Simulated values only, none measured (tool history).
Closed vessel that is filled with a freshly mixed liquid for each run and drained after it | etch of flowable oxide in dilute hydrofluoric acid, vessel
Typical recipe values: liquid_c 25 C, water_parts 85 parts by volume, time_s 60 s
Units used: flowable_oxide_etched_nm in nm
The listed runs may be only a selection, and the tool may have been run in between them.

run   hour  liquid_c  water_parts  time_s  wafers since the last listed run  hours since the thermometer was replaced  hours since the hydrofluoric acid flow meter was replaced  hours since the gauge calibration  read-back film thickness of the flowable oxide reference wafer, read on the same gauge (nm)  flowable_oxide_etched_nm
  1      0        25           85      60                                 0                                    1086.3                                                      158.6                              283.7                                                                                           60                     27.26
  2     34        25           85      60                              3655                                    1120.3                                                      192.6                              317.7                                                                                        59.99                     26.76
  3   40.8        25           85      60                               731                                    1127.1                                                      199.4                              324.5                                                                                        60.01                     26.98
  4   47.6        27           95      60                               731                                    1133.9                                                      206.2                              331.3                                                                                           60                     25.79
  5   56.2        27           95      60                               924                                    1142.5                                                      214.8                              339.9                                                                                        59.99                     26.11
  6   69.9        27           95      60                              1472                                    1156.2                                                      228.5                              353.6                                                                                        59.99                     25.82
  7   99.1        25           85      60                              3139                                    1185.4                                                      257.7                              382.8                                                                                        59.99                     26.79
     106.8  -- thermometer replaced
  8    114        25           85      60                              1494                                       7.2                                                      272.6                              397.7                                                                                        59.96                     29.86
  9  130.2        25           85      60                              1741                                      23.4                                                      288.8                              413.9                                                                                        60.03                     29.62
 10  137.9        25           85      60                               827                                      31.1                                                      296.5                              421.6                                                                                        60.03                     29.79
 11  155.4        25           85      60                              1881                                      48.6                                                        314                              439.1                                                                                        59.99                     29.86
 12  164.7        25           85      60                               999                                      57.9                                                      323.3                              448.4                                                                                           60                     29.47
     172.5  -- gauge calibrated
 13  174.3        25           85      60                              1032                                      67.5                                                      332.9                                1.8                                                                                        60.03                     29.45
 14  191.6        25           85      60                              1859                                      84.8                                                      350.2                               19.1                                                                                        59.98                     29.58
 15  202.1      22.5           45      60                              1128                                      95.3                                                      360.7                               29.6                                                                                        59.99                     52.99
 16  208.1        27           95      60                               645                                     101.3                                                      366.7                               35.6                                                                                           60                     28.19
 17  214.7        28           85      60                               709                                     107.9                                                      373.3                               42.2                                                                                        60.01                      33.2
       235  -- hydrofluoric acid flow meter replaced
 18  254.9      21.5           85      50                              4214                                     148.1                                                       19.9                               82.4                                                                                        59.99                      21.4
 19  269.8        27           60      70                              1601                                       163                                                       34.8                               97.3                                                                                        60.02                     54.64
 20  287.7        25           85      35                              1924                                     180.9                                                       52.7                              115.2                                                                                        60.02                     16.85
 21  305.3      21.5           50      85                              1892                                     198.5                                                       70.3                              132.8                                                                                        60.01                     63.33
 22  318.8      20.5           85      90                              1451                                       212                                                       83.8                              146.3                                                                                        60.03                     36.49
 23  325.2      20.5          125      30                               688                                     218.4                                                       90.2                              152.7                                                                                        59.98                      7.95
 24  334.4        25           85      70                               989                                     227.6                                                       99.4                              161.9                                                                                        60.01                     34.22
 25    344        25           70      60                              1032                                     237.2                                                        109                              171.5                                                                                        60.01                     36.32
 26    352        30           55      60                               860                                     245.2                                                        117                              179.5                                                                                        60.01                     57.86
 27  361.7        25           55      60                              1042                                     254.9                                                      126.7                              189.2                                                                                        60.01                     47.11
 28  379.2        25           85      60                              1881                                     272.4                                                      144.2                              206.7                                                                                        60.03                     29.31
 29  392.1        25          115      85                              1386                                     285.3                                                      157.1                              219.6                                                                                        59.98                     29.31
 30  410.1      20.5           45      85                              1935                                     303.3                                                      175.1                              237.6                                                                                        59.99                     67.24
 31  423.3      26.5           75      50                              1419                                     316.5                                                      188.3                              250.8                                                                                        59.99                     29.58
 32  436.5      23.5           60      60                              1419                                     329.7                                                      201.5                                264                                                                                        59.99                     39.86
 33  483.3        25           85      60                              5031                                     376.5                                                      248.3                              310.8                                                                                        59.97                        29
 34  500.6        23           85      30                              1859                                     393.8                                                      265.6                              328.1                                                                                           60                     13.33
 35    517        25           50      60                              1763                                     410.2                                                        282                              344.5                                                                                        59.99                     51.53

Pick out some run-to-run changes in flowable_oxide_etched_nm. Of each, how much would a tool without hidden state show as well, from the settings, what came in and chance, and how much is left for the hidden state and any gauge scatter not in both results compared?
Hidden state present: liquid colder than its thermometer reads (K); hydrofluoric acid flow below the setpoint (%); gauge reads high (%).
Run 7 -> 8: thermometer replaced. flowable_oxide_etched_nm +3.07 nm: hidden state +2.87, all else +0.2.
Run 20 -> 21: liquid_c 25 -> 21.5, water_parts 85 -> 50, time_s 35 -> 85. flowable_oxide_etched_nm +46.48 nm: hidden state -1.17, all else +47.65.
Run 29 -> 30: liquid_c 25 -> 20.5, water_parts 115 -> 45. flowable_oxide_etched_nm +37.93 nm: hidden state -1.4, all else +39.33.
Run 34 -> 35: liquid_c 23 -> 25, water_parts 85 -> 50, time_s 30 -> 60. flowable_oxide_etched_nm +38.2 nm: hidden state -1.63, all else +39.83.
